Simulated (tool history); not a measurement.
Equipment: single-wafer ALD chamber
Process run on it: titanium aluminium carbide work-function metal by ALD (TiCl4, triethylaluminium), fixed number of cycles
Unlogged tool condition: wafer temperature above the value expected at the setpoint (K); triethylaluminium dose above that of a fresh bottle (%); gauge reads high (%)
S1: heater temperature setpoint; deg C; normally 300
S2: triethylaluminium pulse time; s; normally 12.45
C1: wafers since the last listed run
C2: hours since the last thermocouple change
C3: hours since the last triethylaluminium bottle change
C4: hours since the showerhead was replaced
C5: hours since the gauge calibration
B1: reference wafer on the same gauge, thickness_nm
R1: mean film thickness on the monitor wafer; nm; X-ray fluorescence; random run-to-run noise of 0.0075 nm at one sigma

run 1 hour=0 | S1=300 S2=12.45 | C1=0 C2=1324.4 C3=1499.4 C4=4890.5 C5=202.8 | B1=1.991 | R1=1.714
run 2 hour=12.6 | S1=300 S2=12.45 | C1=157 C2=1337 C3=1512 C4=4903.1 C5=215.4 | B1=1.989 | R1=1.693
run 3 hour=22.9 | S1=300 S2=12.45 | C1=129 C2=1347.3 C3=1522.3 C4=4913.4 C5=225.7 | B1=1.989 | R1=1.711
run 4 hour=46.5 | S1=300 S2=14.17 | C1=295 C2=1370.9 C3=1545.9 C4=4937 C5=249.3 | B1=1.989 | R1=1.752
run 5 hour=52.6 | S1=300 S2=12.45 | C1=76 C2=1377 C3=1552 C4=4943.1 C5=255.4 | B1=1.99 | R1=1.691
run 6 hour=68.1 | S1=300 S2=12.45 | C1=194 C2=1392.5 C3=1567.5 C4=4958.6 C5=270.9 | B1=1.989 | R1=1.681
run 7 hour=108.9 | S1=300 S2=12.45 | C1=511 C2=1433.3 C3=1608.3 C4=4999.4 C5=311.7 | B1=1.988 | R1=1.672
run 8 hour=118.5 | S1=300 S2=12.45 | C1=120 C2=1442.9 C3=1617.9 C4=5009 C5=321.3 | B1=1.99 | R1=1.679
run 9 hour=126 | S1=303 S2=12.45 | C1=93 C2=1450.4 C3=1625.4 C4=5016.5 C5=328.8 | B1=1.993 | R1=1.702
run 10 hour=138.8 | S1=303 S2=12.45 | C1=160 C2=1463.2 C3=1638.2 C4=5029.3 C5=341.6 | B1=1.993 | R1=1.691
-- hour=154.6 thermocouple changed; heater temperature recalibrated
-- hour=155.4 triethylaluminium bottle replaced
run 11 hour=155.9 | S1=300 S2=12.45 | C1=103 C2=1.3 C3=0.5 C4=5046.4 C5=358.7 | B1=1.987 | R1=1.796
run 12 hour=161.5 | S1=300 S2=12.45 | C1=70 C2=6.9 C3=6.1 C4=5052 C5=364.3 | B1=1.988 | R1=1.79
run 13 hour=178.8 | S1=300 S2=12.45 | C1=216 C2=24.2 C3=23.4 C4=5069.3 C5=381.6 | B1=1.988 | R1=1.785
run 14 hour=186.4 | S1=300 S2=9.64 | C1=95 C2=31.8 C3=31 C4=5076.9 C5=389.2 | B1=1.991 | R1=1.713
run 15 hour=193.7 | S1=300 S2=9.64 | C1=91 C2=39.1 C3=38.3 C4=5084.2 C5=396.5 | B1=1.993 | R1=1.729
run 16 hour=207.9 | S1=300 S2=12.45 | C1=177 C2=53.3 C3=52.5 C4=5098.4 C5=410.7 | B1=1.992 | R1=1.809
run 17 hour=220 | S1=303 S2=12.45 | C1=151 C2=65.4 C3=64.6 C4=5110.5 C5=422.8 | B1=1.99 | R1=1.834
run 18 hour=233.4 | S1=300 S2=12.45 | C1=167 C2=78.8 C3=78 C4=5123.9 C5=436.2 | B1=1.991 | R1=1.786
run 19 hour=248.7 | S1=287 S2=10.1 | C1=191 C2=94.1 C3=93.3 C4=5139.2 C5=451.5 | B1=1.989 | R1=1.629
run 20 hour=265.8 | S1=289 S2=16.36 | C1=214 C2=111.2 C3=110.4 C4=5156.3 C5=468.6 | B1=1.99 | R1=1.727
run 21 hour=274.9 | S1=308 S2=14.79 | C1=113 C2=120.3 C3=119.5 C4=5165.4 C5=477.7 | B1=1.99 | R1=1.878
run 22 hour=281.6 | S1=300 S2=12.45 | C1=83 C2=127 C3=126.2 C4=5172.1 C5=484.4 | B1=1.991 | R1=1.797
run 23 hour=295.9 | S1=296 S2=15.18 | C1=179 C2=141.3 C3=140.5 C4=5186.4 C5=498.7 | B1=1.992 | R1=1.783
-- hour=298 gauge calibrated
run 24 hour=310.2 | S1=295 S2=11.07 | C1=179 C2=155.6 C3=154.8 C4=5200.7 C5=12.2 | B1=1.991 | R1=1.728
run 25 hour=327.7 | S1=288 S2=12.45 | C1=219 C2=173.1 C3=172.3 C4=5218.2 C5=29.7 | B1=1.991 | R1=1.672
-- hour=341 showerhead replaced
run 26 hour=377.2 | S1=305 S2=12.45 | C1=519 C2=222.6 C3=221.8 C4=36.2 C5=79.2 | B1=1.989 | R1=1.838
run 27 hour=393 | S1=314 S2=15.73 | C1=197 C2=238.4 C3=237.6 C4=52 C5=95 | B1=1.989 | R1=1.929
run 28 hour=400.2 | S1=296 S2=12.45 | C1=90 C2=245.6 C3=244.8 C4=59.2 C5=102.2 | B1=1.991 | R1=1.762
run 29 hour=414.9 | S1=300 S2=12.45 | C1=184 C2=260.3 C3=259.5 C4=73.9 C5=116.9 | B1=1.99 | R1=1.785
run 30 hour=430.7 | S1=291 S2=13.86 | C1=197 C2=276.1 C3=275.3 C4=89.7 C5=132.7 | B1=1.99 | R1=1.733
run 31 hour=439.4 | S1=300 S2=12.45 | C1=108 C2=284.8 C3=284 C4=98.4 C5=141.4 | B1=1.99 | R1=1.775
run 32 hour=449.1 | S1=300 S2=12.45 | C1=121 C2=294.5 C3=293.7 C4=108.1 C5=151.1 | B1=1.989 | R1=1.793
run 33 hour=464.8 | S1=291 S2=7.88 | C1=196 C2=310.2 C3=309.4 C4=123.8 C5=166.8 | B1=1.99 | R1=1.536
run 34 hour=481.3 | S1=300 S2=12.45 | C1=206 C2=326.7 C3=325.9 C4=140.3 C5=183.3 | B1=1.988 | R1=1.782

The logged runs with the hidden state left out (each run's random variation unchanged):
run=1 R1=1.804
run=2 R1=1.785
run=3 R1=1.805
run=4 R1=1.817
run=5 R1=1.792
run=6 R1=1.786
run=7 R1=1.788
run=8 R1=1.799
run=9 R1=1.825
run=10 R1=1.818
run=11 R1=1.798
run=12 R1=1.792
run=13 R1=1.787
run=14 R1=1.718
run=15 R1=1.735
run=16 R1=1.812
run=17 R1=1.836
run=18 R1=1.788
run=19 R1=1.634
run=20 R1=1.728
run=21 R1=1.879
run=22 R1=1.8
run=23 R1=1.784
run=24 R1=1.732
run=25 R1=1.675
run=26 R1=1.841
run=27 R1=1.93
run=28 R1=1.765
run=29 R1=1.788
run=30 R1=1.735
run=31 R1=1.779
run=32 R1=1.796
run=33 R1=1.552
run=34 R1=1.787

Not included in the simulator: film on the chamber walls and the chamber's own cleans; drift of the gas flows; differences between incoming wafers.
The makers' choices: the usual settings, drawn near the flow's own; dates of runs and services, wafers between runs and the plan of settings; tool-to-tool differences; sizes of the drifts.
